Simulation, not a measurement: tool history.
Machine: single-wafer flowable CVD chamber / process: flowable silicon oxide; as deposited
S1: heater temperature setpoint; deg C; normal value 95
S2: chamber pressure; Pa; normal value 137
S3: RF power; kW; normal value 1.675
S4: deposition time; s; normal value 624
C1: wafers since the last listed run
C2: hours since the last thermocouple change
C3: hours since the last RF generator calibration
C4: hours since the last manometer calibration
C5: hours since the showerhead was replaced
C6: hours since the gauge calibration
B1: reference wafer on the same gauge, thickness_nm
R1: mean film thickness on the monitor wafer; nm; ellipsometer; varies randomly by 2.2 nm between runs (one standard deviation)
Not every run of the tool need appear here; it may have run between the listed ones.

run   hour   S1   S2     S3   S4   C1      C2      C3      C4      C5      C6       B1       R1
  1    0.0   95  137  1.675  624    0  2654.5  1053.5  2220.0  6352.8  1242.6  657.346  580.834
      26.5  -- showerhead replaced
  2   27.0   95  137  1.675  624   63  2681.5  1080.5  2247.0     0.5  1269.6  658.244  580.908
      35.3  -- gauge calibrated
  3   49.1   95  137  1.675  624   73  2703.6  1102.6  2269.1    22.6    13.8  658.076  585.113
  4   63.3   95  115  1.675  624   47  2717.8  1116.8  2283.3    36.8    28.0  657.890  482.772
  5   77.7   95  149  1.885  624   48  2732.2  1131.2  2297.7    51.2    42.4  657.968  654.292
  6   99.1   95  137  1.675  624   71  2753.6  1152.6  2319.1    72.6    63.8  658.061  579.860
  7  116.8   95  137  1.675  624   59  2771.3  1170.3  2336.8    90.3    81.5  658.142  586.479
  8  145.7  103  124  1.675  624   96  2800.2  1199.2  2365.7   119.2   110.4  657.289  412.820
  9  162.5   83  105  1.935  624   56  2817.0  1216.0  2382.5   136.0   127.2  658.397  646.517
 10  190.7   90  137  1.790  624   94  2845.2  1244.2  2410.7   164.2   155.4  658.280  687.068
 11  224.7   82  115  1.345  624  113  2879.2  1278.2  2444.7   198.2   189.4  658.194  622.955
     243.3  -- thermocouple changed; heater temperature recalibrated
 12  243.8  108  137  1.675  719   37     0.5  1297.3  2463.8   217.3   208.5  658.037  455.056
 13  271.6  104  128  1.975  624   93    28.3  1325.1  2491.6   245.1   236.3  658.460  436.107
 14  299.6   95  137  1.675  624   93    56.3  1353.1  2519.6   273.1   264.3  658.480  576.293
     321.0  -- capacitance manometer re-zeroed and calibrated
 15  326.5   95  137  1.675  546   63    83.2  1380.0     5.5   300.0   291.2  658.766  504.435
 16  347.5   95  137  1.675  624   70   104.2  1401.0    26.5   321.0   312.2  657.584  580.363
 17  379.6  103  149  1.675  742  107   136.3  1433.1    58.6   353.1   344.3  658.426  590.202
 18  394.5   81  137  1.675  525   49   151.2  1448.0    73.5   368.0   359.2  657.598  712.731
 19  412.3   95  149  1.675  503   59   169.0  1465.8    91.3   385.8   377.0  657.950  503.603
     431.9  -- RF generator calibrated
 20  432.4   99  104  1.575  684   40   189.1     0.5   111.4   405.9   397.1  658.052  426.998
 21  444.9   90  103  1.760  624   41   201.6    13.0   123.9   418.4   409.6  657.960  522.205
 22  478.0  104  168  1.675  563  110   234.7    46.1   157.0   451.5   442.7  657.726  500.747
 23  513.3   91  116  1.840  624  118   270.0    81.4   192.3   486.8   478.0  657.115  574.217
 24  539.4   95  163  1.425  576   87   296.1   107.5   218.4   512.9   504.1  657.592  602.928
 25  644.1   95  137  1.510  700  350   400.8   212.2   323.1   617.6   608.8  658.885  638.819
 26  659.3   95  137  1.675  624   50   416.0   227.4   338.3   632.8   624.0  658.486  597.269
 27  689.0  101  137  1.675  624   99   445.7   257.1   368.0   662.5   653.7  657.788  496.876
 28  712.2  106  137  1.675  624   77   468.9   280.3   391.2   685.7   676.9  657.588  426.881

Forecast each of these 4 alternatives for the next run:
  A  712.8   95  137  1.560  624   2  469.5  280.9  391.8  686.3  677.5   ?   ?
  B  712.8  108  108  1.675  558   2  469.5  280.9  391.8  686.3  677.5   ?   ?
  C  712.8   95  137  1.980  624   2  469.5  280.9  391.8  686.3  677.5   ?   ?
  D  712.8   89  137  1.440  624   2  469.5  280.9  391.8  686.3  677.5   ?   ?

run       B1       R1
  A  657.633  576.438
  B  657.633  283.303
  C  657.633  622.455
  D  657.633  663.557
The same runs, with their run-to-run variation unchanged, on a tool lacking any hidden condition would have given:
run       R1
  A  582.794
  B  285.708
  C  626.266
  D  670.874

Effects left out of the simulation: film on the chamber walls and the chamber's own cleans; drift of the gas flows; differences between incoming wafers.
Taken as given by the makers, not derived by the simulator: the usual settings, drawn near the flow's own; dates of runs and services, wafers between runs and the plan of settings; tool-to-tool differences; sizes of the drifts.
